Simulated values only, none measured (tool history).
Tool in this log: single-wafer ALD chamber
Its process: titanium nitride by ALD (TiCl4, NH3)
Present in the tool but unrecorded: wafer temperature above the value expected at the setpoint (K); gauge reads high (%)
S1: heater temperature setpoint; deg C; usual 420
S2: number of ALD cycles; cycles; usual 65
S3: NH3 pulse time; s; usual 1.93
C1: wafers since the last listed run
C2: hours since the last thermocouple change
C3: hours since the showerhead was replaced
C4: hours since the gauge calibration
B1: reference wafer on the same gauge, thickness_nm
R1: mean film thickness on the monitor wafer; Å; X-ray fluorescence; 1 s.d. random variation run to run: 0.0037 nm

| run | hour | S1 | S2 | S3 | C1 | C2 | C3 | C4 | B1 | R1 |
|---|---|---|---|---|---|---|---|---|---|---|
| 1 | 0.0 | 420 | 65 | 1.40 | 0 | 905.4 | 2544.3 | 834.4 | 1.729 | 14.58 |
| 2 | 33.6 | 420 | 65 | 1.93 | 139 | 939.0 | 2577.9 | 868.0 | 1.730 | 14.92 |
| 3 | 61.9 | 420 | 65 | 1.93 | 117 | 967.3 | 2606.2 | 896.3 | 1.730 | 14.93 |
| 4 | 84.0 | 420 | 65 | 1.93 | 91 | 989.4 | 2628.3 | 918.4 | 1.730 | 14.91 |
| 5 | 102.6 | 420 | 65 | 1.93 | 77 | 1008.0 | 2646.9 | 937.0 | 1.731 | 14.89 |
| 6 | 120.5 | 420 | 65 | 1.93 | 74 | 1025.9 | 2664.8 | 954.9 | 1.730 | 14.90 |
| 7 | 149.8 | 420 | 65 | 1.93 | 121 | 1055.2 | 2694.1 | 984.2 | 1.729 | 14.90 |
| 8 | 178.3 | 420 | 65 | 1.93 | 118 | 1083.7 | 2722.6 | 1012.7 | 1.729 | 14.88 |
| 9 | 199.3 | 420 | 65 | 1.93 | 87 | 1104.7 | 2743.6 | 1033.7 | 1.730 | 14.91 |
| 10 | 229.9 | 420 | 65 | 1.93 | 126 | 1135.3 | 2774.2 | 1064.3 | 1.731 | 14.89 |
|  | 251.5 | gauge calibrated |
| 11 | 261.0 | 420 | 65 | 1.93 | 128 | 1166.4 | 2805.3 | 9.5 | 1.730 | 14.82 |
| 12 | 289.2 | 420 | 65 | 1.93 | 116 | 1194.6 | 2833.5 | 37.7 | 1.730 | 14.97 |
| 13 | 320.1 | 420 | 65 | 1.93 | 128 | 1225.5 | 2864.4 | 68.6 | 1.730 | 14.94 |
| 14 | 355.5 | 420 | 65 | 1.93 | 146 | 1260.9 | 2899.8 | 104.0 | 1.730 | 14.96 |
| 15 | 385.9 | 420 | 65 | 1.93 | 125 | 1291.3 | 2930.2 | 134.4 | 1.729 | 14.89 |
| 16 | 401.7 | 420 | 65 | 1.93 | 65 | 1307.1 | 2946.0 | 150.2 | 1.731 | 14.95 |
| 17 | 430.9 | 420 | 65 | 1.93 | 120 | 1336.3 | 2975.2 | 179.4 | 1.730 | 14.90 |
| 18 | 443.1 | 412 | 65 | 1.45 | 50 | 1348.5 | 2987.4 | 191.6 | 1.730 | 14.59 |
| 19 | 456.0 | 420 | 65 | 1.93 | 53 | 1361.4 | 3000.3 | 204.5 | 1.730 | 14.91 |
| 20 | 470.7 | 420 | 69 | 1.53 | 60 | 1376.1 | 3015.0 | 219.2 | 1.730 | 15.61 |
| 21 | 486.1 | 420 | 65 | 1.93 | 63 | 1391.5 | 3030.4 | 234.6 | 1.730 | 14.94 |
| 22 | 506.1 | 415 | 69 | 1.26 | 82 | 1411.5 | 3050.4 | 254.6 | 1.729 | 15.17 |
| 23 | 520.4 | 420 | 65 | 1.93 | 59 | 1425.8 | 3064.7 | 268.9 | 1.730 | 14.84 |
|  | 542.2 | thermocouple changed; heater temperature recalibrated |
| 24 | 543.0 | 420 | 65 | 1.93 | 60 | 0.8 | 3087.3 | 291.5 | 1.729 | 14.88 |
| 25 | 574.6 | 420 | 65 | 1.93 | 130 | 32.4 | 3118.9 | 323.1 | 1.730 | 14.86 |
| 26 | 600.2 | 420 | 54 | 2.65 | 106 | 58.0 | 3144.5 | 348.7 | 1.731 | 12.54 |
| 27 | 621.2 | 405 | 70 | 2.15 | 87 | 79.0 | 3165.5 | 369.7 | 1.730 | 16.06 |
| 28 | 648.1 | 416 | 65 | 1.44 | 111 | 105.9 | 3192.4 | 396.6 | 1.729 | 14.54 |
| 29 | 665.2 | 420 | 58 | 1.93 | 70 | 123.0 | 3209.5 | 413.7 | 1.730 | 13.35 |
| 30 | 686.0 | 407 | 65 | 1.93 | 86 | 143.8 | 3230.3 | 434.5 | 1.730 | 14.77 |
| 31 | 714.8 | 420 | 72 | 1.93 | 119 | 172.6 | 3259.1 | 463.3 | 1.730 | 16.50 |
|  | 770.4 | showerhead replaced |
| 32 | 816.1 | 425 | 65 | 2.31 | 386 | 273.9 | 45.7 | 564.6 | 1.731 | 15.04 |
| 33 | 839.5 | 420 | 65 | 1.93 | 96 | 297.3 | 69.1 | 588.0 | 1.730 | 14.83 |
| 34 | 865.1 | 420 | 65 | 1.64 | 106 | 322.9 | 94.7 | 613.6 | 1.730 | 14.81 |
| 35 | 898.7 | 420 | 60 | 1.93 | 139 | 356.5 | 128.3 | 647.2 | 1.730 | 13.72 |
| 36 | 918.6 | 415 | 59 | 1.93 | 82 | 376.4 | 148.2 | 667.1 | 1.730 | 13.52 |
| 37 | 934.6 | 426 | 73 | 1.59 | 66 | 392.4 | 164.2 | 683.1 | 1.729 | 16.65 |
| 38 | 955.6 | 420 | 77 | 1.93 | 87 | 413.4 | 185.2 | 704.1 | 1.730 | 17.70 |
| 39 | 975.1 | 420 | 65 | 2.25 | 80 | 432.9 | 204.7 | 723.6 | 1.731 | 14.98 |
| 40 | 988.9 | 420 | 74 | 1.69 | 57 | 446.7 | 218.5 | 737.4 | 1.729 | 16.87 |
| 41 | 1016.6 | 413 | 65 | 1.93 | 114 | 474.4 | 246.2 | 765.1 | 1.730 | 14.86 |

3 ways to go on from here, each from the tool as it stands after run 41. What would each give?
| A | 1017.1 | 420 | 65 | 1.93 | 2 | 474.9 | 246.7 | 765.6 | ? | ? |
| B | 1017.1 | 431 | 69 | 2.70 | 2 | 474.9 | 246.7 | 765.6 | ? | ? |
| C | 1017.1 | 434 | 74 | 1.58 | 2 | 474.9 | 246.7 | 765.6 | ? | ? |

| run | B1 | R1 |
|---|---|---|
| A | 1.731 | 14.86 |
| B | 1.731 | 15.98 |
| C | 1.731 | 16.80 |
With the hidden condition removed and each run's random variation left untouched, the same runs would have given:
| run | R1 |
|---|---|
| A | 14.86 |
| B | 15.98 |
| C | 16.80 |
